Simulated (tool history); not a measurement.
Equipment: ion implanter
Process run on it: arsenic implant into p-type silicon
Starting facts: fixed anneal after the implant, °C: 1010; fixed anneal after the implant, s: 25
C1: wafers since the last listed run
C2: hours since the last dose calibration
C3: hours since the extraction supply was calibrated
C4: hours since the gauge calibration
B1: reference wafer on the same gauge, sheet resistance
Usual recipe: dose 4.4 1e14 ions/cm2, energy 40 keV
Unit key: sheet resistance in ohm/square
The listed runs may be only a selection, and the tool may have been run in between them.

{"run": 1, "day": 0.0, "dose": 3.91, "energy": 40, "C1": 0, "C2": 39, "C3": 6131.4, "C4": 483.9, "B1": 196.15, "sheet resistance": 207.77}
{"run": 2, "day": 4.267, "dose": 4.4, "energy": 40, "C1": 3431, "C2": 141.4, "C3": 6233.8, "C4": 586.3, "B1": 196.02, "sheet resistance": 190.47}
{"run": 3, "day": 8.079, "dose": 4.4, "energy": 40, "C1": 3066, "C2": 232.9, "C3": 6325.3, "C4": 677.8, "B1": 196.1, "sheet resistance": 191.18}
{"run": 4, "day": 12.021, "dose": 4.4, "energy": 40, "C1": 3170, "C2": 327.5, "C3": 6419.9, "C4": 772.4, "B1": 195.92, "sheet resistance": 189.43}
{"run": 5, "day": 14.217, "dose": 3.79, "energy": 40, "C1": 1766, "C2": 380.2, "C3": 6472.6, "C4": 825.1, "B1": 196.23, "sheet resistance": 212.72}
{"run": 6, "day": 18.004, "dose": 3.79, "energy": 40, "C1": 3046, "C2": 471.1, "C3": 6563.5, "C4": 916, "B1": 195.72, "sheet resistance": 214.18}
{"run": 7, "day": 22.362, "dose": 4.4, "energy": 40, "C1": 3505, "C2": 575.7, "C3": 6668.1, "C4": 1020.6, "B1": 195.84, "sheet resistance": 190.22}
{"run": 8, "day": 25.367, "dose": 4.4, "energy": 40, "C1": 2416, "C2": 647.8, "C3": 6740.2, "C4": 1092.7, "B1": 195.9, "sheet resistance": 189.38}
{"run": 9, "day": 29.204, "dose": 4.73, "energy": 30, "C1": 3086, "C2": 739.9, "C3": 6832.3, "C4": 1184.8, "B1": 196.14, "sheet resistance": 187.02}
{"run": 10, "day": 31.258, "dose": 4.73, "energy": 30, "C1": 1652, "C2": 789.2, "C3": 6881.6, "C4": 1234.1, "B1": 195.68, "sheet resistance": 186.52}
{"run": 11, "day": 33.075, "dose": 4.4, "energy": 40, "C1": 1461, "C2": 832.8, "C3": 6925.2, "C4": 1277.7, "B1": 196.17, "sheet resistance": 189.21}
{"day": 33.475, "done": "Faraday cup replaced and dose calibrated"}
{"day": 35.55, "done": "extraction supply calibrated"}
{"run": 12, "day": 37.4, "dose": 4.4, "energy": 40, "C1": 2942, "C2": 94.2, "C3": 44.4, "C4": 1381.5, "B1": 195.75, "sheet resistance": 189.56}
{"run": 13, "day": 39.262, "dose": 4.4, "energy": 40, "C1": 1498, "C2": 138.9, "C3": 89.1, "C4": 1426.2, "B1": 196.22, "sheet resistance": 190.15}
{"run": 14, "day": 41.217, "dose": 4.4, "energy": 40, "C1": 1571, "C2": 185.8, "C3": 136, "C4": 1473.1, "B1": 196.03, "sheet resistance": 191.62}
{"run": 15, "day": 42.883, "dose": 4.4, "energy": 40, "C1": 1340, "C2": 225.8, "C3": 176, "C4": 1513.1, "B1": 196.31, "sheet resistance": 190.62}
{"run": 16, "day": 44.388, "dose": 4.4, "energy": 40, "C1": 1209, "C2": 261.9, "C3": 212.1, "C4": 1549.2, "B1": 196.05, "sheet resistance": 190.12}
{"run": 17, "day": 47.254, "dose": 4.4, "energy": 40, "C1": 2305, "C2": 330.7, "C3": 280.9, "C4": 1618, "B1": 196.27, "sheet resistance": 189.77}
{"run": 18, "day": 49.096, "dose": 5.29, "energy": 31, "C1": 1481, "C2": 374.9, "C3": 325.1, "C4": 1662.2, "B1": 195.78, "sheet resistance": 171.36}
{"run": 19, "day": 51.079, "dose": 3.8, "energy": 36.5, "C1": 1595, "C2": 422.5, "C3": 372.7, "C4": 1709.8, "B1": 195.96, "sheet resistance": 215.23}
{"run": 20, "day": 53.508, "dose": 4.4, "energy": 40, "C1": 1953, "C2": 480.8, "C3": 431, "C4": 1768.1, "B1": 195.96, "sheet resistance": 187.81}
{"day": 54.033, "done": "gauge calibrated"}
{"run": 21, "day": 56.579, "dose": 5.36, "energy": 30.5, "C1": 2469, "C2": 554.5, "C3": 504.7, "C4": 61.1, "B1": 196.12, "sheet resistance": 170.72}
{"run": 22, "day": 58.938, "dose": 4.88, "energy": 32.5, "C1": 1896, "C2": 611.1, "C3": 561.3, "C4": 117.7, "B1": 195.93, "sheet resistance": 180.76}
{"day": 64.871, "done": "Faraday cup replaced and dose calibrated"}
{"run": 23, "day": 71.196, "dose": 4.4, "energy": 48, "C1": 9591, "C2": 151.8, "C3": 855.5, "C4": 411.9, "B1": 195.71, "sheet resistance": 185.77}
{"run": 24, "day": 74.862, "dose": 3.59, "energy": 32.5, "C1": 2949, "C2": 239.8, "C3": 943.5, "C4": 499.9, "B1": 195.99, "sheet resistance": 227.19}
{"run": 25, "day": 77.717, "dose": 5.29, "energy": 44, "C1": 2295, "C2": 308.3, "C3": 1012, "C4": 568.4, "B1": 196.16, "sheet resistance": 162.7}
{"run": 26, "day": 80.004, "dose": 4.87, "energy": 29, "C1": 1839, "C2": 363.2, "C3": 1066.9, "C4": 623.3, "B1": 196.16, "sheet resistance": 184.72}
{"run": 27, "day": 82.558, "dose": 4.4, "energy": 29, "C1": 2054, "C2": 424.5, "C3": 1128.2, "C4": 684.6, "B1": 195.98, "sheet resistance": 197.72}
{"run": 28, "day": 93.804, "dose": 4.4, "energy": 40, "C1": 9045, "C2": 694.4, "C3": 1398.1, "C4": 954.5, "B1": 196.34, "sheet resistance": 190.49}
{"run": 29, "day": 95.492, "dose": 4.4, "energy": 40, "C1": 1357, "C2": 734.9, "C3": 1438.6, "C4": 995, "B1": 196.02, "sheet resistance": 190.71}
{"run": 30, "day": 98.404, "dose": 4.4, "energy": 29.5, "C1": 2342, "C2": 804.8, "C3": 1508.5, "C4": 1064.9, "B1": 195.85, "sheet resistance": 197.55}
{"run": 31, "day": 101.075, "dose": 4.4, "energy": 40, "C1": 2148, "C2": 868.9, "C3": 1572.6, "C4": 1129, "B1": 195.95, "sheet resistance": 189.13}
{"day": 102.775, "done": "Faraday cup replaced and dose calibrated"}
{"run": 32, "day": 102.796, "dose": 3.64, "energy": 50, "C1": 1116, "C2": 0.5, "C3": 1613.9, "C4": 1170.3, "B1": 195.97, "sheet resistance": 214.16}
{"run": 33, "day": 106.288, "dose": 5.12, "energy": 53, "C1": 2808, "C2": 84.3, "C3": 1697.7, "C4": 1254.1, "B1": 195.95, "sheet resistance": 162.55}
{"run": 34, "day": 109.875, "dose": 5.35, "energy": 40, "C1": 2885, "C2": 170.4, "C3": 1783.8, "C4": 1340.2, "B1": 196.23, "sheet resistance": 164.06}
{"run": 35, "day": 113.754, "dose": 3.82, "energy": 47.5, "C1": 3120, "C2": 263.5, "C3": 1876.9, "C4": 1433.3, "B1": 196.23, "sheet resistance": 207.76}
{"run": 36, "day": 118.171, "dose": 4, "energy": 27, "C1": 3552, "C2": 369.5, "C3": 1982.9, "C4": 1539.3, "B1": 196.28, "sheet resistance": 215.75}
{"run": 37, "day": 119.942, "dose": 3.64, "energy": 50, "C1": 1424, "C2": 412, "C3": 2025.4, "C4": 1581.8, "B1": 196.09, "sheet resistance": 212.9}
{"run": 38, "day": 123.529, "dose": 5.67, "energy": 27, "C1": 2885, "C2": 498.1, "C3": 2111.5, "C4": 1667.9, "B1": 196.12, "sheet resistance": 166.45}

For each run, what was the tool's unlogged condition?
deviation of the true dose from the Faraday cup's reading, %: 0, the same for each run
deviation of the true energy from its setpoint, %: 0, the same for each run
gauge reads high (%): 0, the same for each run
